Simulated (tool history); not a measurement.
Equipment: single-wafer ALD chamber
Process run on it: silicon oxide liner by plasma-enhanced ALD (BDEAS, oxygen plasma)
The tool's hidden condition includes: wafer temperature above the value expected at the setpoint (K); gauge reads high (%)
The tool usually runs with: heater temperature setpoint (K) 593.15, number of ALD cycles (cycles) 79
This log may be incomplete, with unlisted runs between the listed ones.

| run | hour | heater temperature setpoint (K) | number of ALD cycles (cycles) | wafers since the last listed run | hours since the last thermocouple change | hours since the gauge calibration | read-back reference wafer on the same gauge, thickness_nm | mean film thickness on the monitor wafer (nm) |
|---|---|---|---|---|---|---|---|---|
| 1 | 0.0 | 593.15 | 79 | 0 | 1986.6 | 205.8 | 7.029 | 7.354 |
| 2 | 15.5 | 593.15 | 79 | 82 | 2002.1 | 221.3 | 7.017 | 7.326 |
| 3 | 46.8 | 593.15 | 79 | 165 | 2033.4 | 252.6 | 7.025 | 7.368 |
| 4 | 62.3 | 593.15 | 79 | 82 | 2048.9 | 268.1 | 7.022 | 7.396 |
| 5 | 89.6 | 593.15 | 79 | 144 | 2076.2 | 295.4 | 7.026 | 7.333 |
|  | 96.2 | gauge calibrated |
| 6 | 143.1 | 593.15 | 79 | 283 | 2129.7 | 46.9 | 7.034 | 7.345 |
| 7 | 178.0 | 593.15 | 79 | 184 | 2164.6 | 81.8 | 7.028 | 7.337 |
| 8 | 210.6 | 593.15 | 79 | 172 | 2197.2 | 114.4 | 7.036 | 7.300 |
| 9 | 229.9 | 593.15 | 79 | 102 | 2216.5 | 133.7 | 7.034 | 7.297 |
| 10 | 258.0 | 593.15 | 82 | 148 | 2244.6 | 161.8 | 7.031 | 7.617 |
| 11 | 277.7 | 603.15 | 79 | 104 | 2264.3 | 181.5 | 7.027 | 7.213 |
| 12 | 302.6 | 578.15 | 84 | 131 | 2289.2 | 206.4 | 7.016 | 8.006 |
| 13 | 321.4 | 593.15 | 79 | 99 | 2308.0 | 225.2 | 7.030 | 7.304 |

Run 14 is up next; what results do you expect?
|  | 393.5 | gauge calibrated |
| 14 | 409.5 | 600.15 | 69 | 466 | 2396.1 | 16.0 | ? | ? |

read-back reference wafer on the same gauge, thickness_nm: 7.029
mean film thickness on the monitor wafer (nm): 6.342
Without the tool's hidden state the same run would have given mean film thickness on the monitor wafer (nm) 6.342.

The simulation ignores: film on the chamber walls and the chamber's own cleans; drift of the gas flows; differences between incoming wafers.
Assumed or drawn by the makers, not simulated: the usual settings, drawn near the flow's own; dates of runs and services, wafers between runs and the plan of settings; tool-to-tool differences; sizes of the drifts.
